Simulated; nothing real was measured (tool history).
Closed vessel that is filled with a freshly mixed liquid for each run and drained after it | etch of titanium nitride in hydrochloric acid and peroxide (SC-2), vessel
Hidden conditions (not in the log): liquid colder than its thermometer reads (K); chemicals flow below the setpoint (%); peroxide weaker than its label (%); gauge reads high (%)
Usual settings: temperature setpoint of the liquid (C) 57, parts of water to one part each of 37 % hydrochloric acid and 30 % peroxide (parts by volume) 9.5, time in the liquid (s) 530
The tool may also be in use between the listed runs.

run,day,temperature setpoint of the liquid (C),parts of water to one part each of 37 % hydrochloric acid and 30 % peroxide (parts by volume),time in the liquid (s),wafers since the last listed run,hours since the thermometer was replaced,hours since the chemicals flow meter was replaced,hours since the drum of peroxide was connected,hours since the gauge calibration,"read-back film thickness of the titanium nitride reference wafer, read on the same gauge (nm)",thickness taken off the titanium nitride on a monitor wafer (Å)
1,0,57,8,530,0,1436.6,881,752.5,284.6,150.02,164.6
2,0.55,64.5,9.5,340,1273,1449.8,894.2,765.7,297.8,150.03,146.3
3,1.588,63.5,9.5,530,2401,1474.7,919.1,790.6,322.7,149.97,216.1
4,2.771,63.5,9.5,530,2739,1503.1,947.5,819,351.1,150.02,216.9
5,4.038,57,9.5,530,2932,1533.5,977.9,849.4,381.5,149.98,144.7
6,4.667,57,9.5,530,1456,1548.6,993,864.5,396.6,150,144.1
7,5.338,57,9.5,530,1552,1564.7,1009.1,880.6,412.7,149.96,143.1
8,6.312,57,9.5,530,2257,1588.1,1032.5,904,436.1,150,145.5
9,6.888,57,9.5,530,1331,1601.9,1046.3,917.8,449.9,150,141.9
10,7.675,57,9.5,530,1823,1620.8,1065.2,936.7,468.8,149.99,142.6
# day 7.929: gauge calibrated
# day 8.262: chemicals flow meter replaced
11,8.933,52.5,9.5,530,2816,1651,16.1,966.9,24.1,150.02,107.3
12,9.942,61,13,530,2334,1675.2,40.3,991.1,48.3,149.99,139.3
13,10.996,61,13,530,2440,1700.5,65.6,1016.4,73.6,150,139.5
14,11.512,57,9.5,325,1196,1712.9,78,1028.8,86,150.02,87.6
15,12.104,54,6,320,1369,1727.1,92.2,1043,100.2,150.02,102.8
16,12.962,64.5,9.5,340,1986,1747.7,112.8,1063.6,120.8,149.99,146.4
# day 13.729: thermometer replaced
17,14.362,57,9.5,325,3144,15.2,146.4,1097.2,154.4,150,87.4
# day 14.796: new drum of peroxide connected
18,14.875,57,12.5,530,1089,27.5,158.7,1.9,166.7,149.96,122.5
19,16.058,57,9.5,530,2739,55.9,187.1,30.3,195.1,150.04,154.3
20,16.621,57,9.5,530,1302,69.4,200.6,43.8,208.6,150.01,154.5
21,17.238,61,13.5,530,1427,84.2,215.4,58.6,223.4,150,147.8
22,18.358,52.5,14,725,2594,111.1,242.3,85.5,250.3,150.03,113.9
23,19.2,57,13.5,380,1948,131.3,262.5,105.7,270.5,149.98,82.4
24,20.479,57,9.5,530,2961,162,293.2,136.4,301.2,150,152.3
25,21.892,63.5,12,780,3269,195.9,327.1,170.3,335.1,149.96,277
26,23.158,47,12,820,2932,226.3,357.5,200.7,365.5,150.01,101.2
27,23.858,63,13,740,1620,243.1,374.3,217.5,382.3,150.04,239
28,24.579,57,9.5,530,1668,260.4,391.6,234.8,399.6,149.99,153.9

Below, each run's measurement less what the same run would have read without the hidden state. Both values contain the same run-to-run variation, but the gauge's scatter may not be the same in both:
run,thickness taken off the titanium nitride on a monitor wafer (Å)
1,-11.6
2,-10.7
3,-16.1
4,-16.7
5,-11.5
6,-11.6
7,-11.7
8,-12.2
9,-12
10,-12.3
11,-9.6
12,-12.9
13,-13.2
14,-8.2
15,-9.3
16,-14.1
17,-8.7
18,-0.6
19,-1
20,-1.1
21,-1.3
22,-1.2
23,-1
24,-2.1
25,-4.5
26,-1.8
27,-4.8
28,-3.1

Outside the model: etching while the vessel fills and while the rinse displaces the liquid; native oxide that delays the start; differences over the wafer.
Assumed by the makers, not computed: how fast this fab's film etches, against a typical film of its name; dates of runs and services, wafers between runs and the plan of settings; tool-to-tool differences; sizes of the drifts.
